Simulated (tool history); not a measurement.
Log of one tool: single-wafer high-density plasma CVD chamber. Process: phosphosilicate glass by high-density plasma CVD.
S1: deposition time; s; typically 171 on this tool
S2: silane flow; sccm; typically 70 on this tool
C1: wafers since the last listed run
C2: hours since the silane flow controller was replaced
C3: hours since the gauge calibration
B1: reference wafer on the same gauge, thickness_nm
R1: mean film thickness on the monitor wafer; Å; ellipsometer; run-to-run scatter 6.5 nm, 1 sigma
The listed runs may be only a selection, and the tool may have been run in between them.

run 1 hour=0 | S1=148 S2=70 | C1=0 C2=4804.3 C3=58.9 | B1=1191.062 | R1=10594.42
run 2 hour=42.4 | S1=196 S2=70 | C1=259 C2=4846.7 C3=101.3 | B1=1187.915 | R1=13900.89
run 3 hour=58.4 | S1=196 S2=70 | C1=98 C2=4862.7 C3=117.3 | B1=1189.217 | R1=13838.26
run 4 hour=68.4 | S1=196 S2=70 | C1=61 C2=4872.7 C3=127.3 | B1=1190.611 | R1=14132.23
run 5 hour=79.1 | S1=186 S2=78 | C1=65 C2=4883.4 C3=138 | B1=1190.146 | R1=14725.24
run 6 hour=88.8 | S1=186 S2=78 | C1=59 C2=4893.1 C3=147.7 | B1=1189.02 | R1=14785.63
run 7 hour=98.4 | S1=162 S2=70 | C1=58 C2=4902.7 C3=157.3 | B1=1190.445 | R1=11647.48
run 8 hour=114.1 | S1=171 S2=70 | C1=96 C2=4918.4 C3=173 | B1=1190.287 | R1=12143.42
run 9 hour=129.7 | S1=171 S2=70 | C1=95 C2=4934 C3=188.6 | B1=1189.754 | R1=12292.28
run 10 hour=142.5 | S1=171 S2=75 | C1=78 C2=4946.8 C3=201.4 | B1=1190.924 | R1=12959.14
run 11 hour=159.6 | S1=149 S2=73 | C1=104 C2=4963.9 C3=218.5 | B1=1190.35 | R1=11001.08
run 12 hour=177.4 | S1=149 S2=73 | C1=109 C2=4981.7 C3=236.3 | B1=1188.683 | R1=11032.31
run 13 hour=189.9 | S1=149 S2=73 | C1=76 C2=4994.2 C3=248.8 | B1=1190.49 | R1=11056.01
run 14 hour=197.6 | S1=191 S2=70 | C1=47 C2=5001.9 C3=256.5 | B1=1189.654 | R1=13598.04
run 15 hour=204.2 | S1=171 S2=70 | C1=40 C2=5008.5 C3=263.1 | B1=1188.117 | R1=12211.1
run 16 hour=217 | S1=199 S2=66 | C1=78 C2=5021.3 C3=275.9 | B1=1191.082 | R1=13413.71
run 17 hour=225.7 | S1=157 S2=59 | C1=53 C2=5030 C3=284.6 | B1=1190.623 | R1=9614.4
run 18 hour=242.7 | S1=149 S2=63 | C1=104 C2=5047 C3=301.6 | B1=1189.971 | R1=9676.79
run 19 hour=257.2 | S1=155 S2=59 | C1=88 C2=5061.5 C3=316.1 | B1=1190.132 | R1=9471.36
-- hour=261.5 gauge calibrated
-- hour=270.7 silane flow controller replaced
run 20 hour=271.2 | S1=156 S2=62 | C1=36 C2=0.5 C3=9.7 | B1=1189.452 | R1=10007.35
run 21 hour=275.2 | S1=186 S2=84 | C1=24 C2=4.5 C3=13.7 | B1=1190.049 | R1=15610.12
run 22 hour=282.3 | S1=171 S2=70 | C1=43 C2=11.6 C3=20.8 | B1=1190.406 | R1=12086.49
run 23 hour=298.1 | S1=171 S2=70 | C1=96 C2=27.4 C3=36.6 | B1=1192.188 | R1=12178.55
run 24 hour=309.8 | S1=171 S2=70 | C1=71 C2=39.1 C3=48.3 | B1=1190.028 | R1=12303.44
run 25 hour=319.8 | S1=204 S2=80 | C1=61 C2=49.1 C3=58.3 | B1=1190.66 | R1=16478.35
run 26 hour=330 | S1=171 S2=75 | C1=62 C2=59.3 C3=68.5 | B1=1190.88 | R1=12903.38
run 27 hour=347.2 | S1=158 S2=58 | C1=105 C2=76.5 C3=85.7 | B1=1191.98 | R1=9488.37

Describe how what the log doesn't record of the tool's condition differs between the last listed run preceding each entry between runs and the first listed run following it.
Run 19 -> run 20: gauge calibrated (hour 261.5); silane flow controller replaced (hour 270.7)
  no difference in the tool's unlogged condition between these two runs

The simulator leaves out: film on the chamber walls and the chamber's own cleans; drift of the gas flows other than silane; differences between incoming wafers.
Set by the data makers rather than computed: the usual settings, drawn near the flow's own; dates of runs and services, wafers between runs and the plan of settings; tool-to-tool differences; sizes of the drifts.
